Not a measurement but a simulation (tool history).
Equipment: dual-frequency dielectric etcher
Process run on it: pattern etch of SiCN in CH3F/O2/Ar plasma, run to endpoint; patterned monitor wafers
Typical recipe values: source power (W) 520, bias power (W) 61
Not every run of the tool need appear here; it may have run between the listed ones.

run,hour,source power (W),bias power (W),"incoming incoming film thickness, nm",endpoint time (s)
1,0,580,52,6.43,16.3
2,25.8,580,52,6.35,16.4
3,41.7,520,52,6.4,17.1
4,68.7,620,61,6.4,14.9
5,87.7,620,61,6.42,14.9
6,114.7,620,61,6.38,14.8
# hour 152.2: wet clean of the chamber
7,152.7,610,61,6.41,14.7
8,158.3,610,61,6.41,14.5
9,177.9,610,61,6.42,14.7
# hour 200.7: bias power generator calibrated
10,201.2,520,61,6.43,15.8
11,216.6,520,61,6.39,15.8
# hour 224.7: source power generator calibrated
12,235.7,520,61,6.37,15.8
13,253.8,520,61,6.38,15.6
14,282.7,520,49,6.44,17.4
15,304.3,520,49,6.42,17.5
16,334.8,520,51,6.42,17.3
# hour 369.6: upper electrode replaced
17,370.1,470,54,6.38,17.4
18,396.1,550,61,6.36,15.4
19,410.1,450,66,6.45,16.5
20,426.1,620,52,6.43,15.8
21,453.2,520,61,6.43,16
# hour 508.6: wet clean of the chamber
22,509.1,520,61,6.42,15.9
23,519.9,600,56,6.39,15.3
24,548.5,570,57,6.4,15.6
25,563.2,440,71,6.4,15.9
26,578.4,420,70,6.42,16.2
27,647,470,52,6.42,17.8
28,670.8,420,61,6.4,17.4
29,690.1,630,51,6.41,15.8
30,709.6,450,61,6.46,17.2
31,725.2,620,69,6.39,13.9
32,753.3,620,50,6.43,16.1
33,782,550,61,6.38,15.6
34,794.4,450,71,6.46,16.2
35,816.6,520,61,6.39,15.9
# hour 852.2: wet clean of the chamber
36,852.7,520,56,6.37,16.2

What if the next run were any one of these 3? Each begins from the tool's condition after run 36:
A,853.1,520,61,6.44,?
B,853.1,480,61,6.44,?
C,853.1,610,54,6.44,?

run,endpoint time (s)
A,15.7
B,16.3
C,15.5
Without the tool's unlogged condition, the same runs would have read:
run,endpoint time (s)
A,15.7
B,16.3
C,15.4
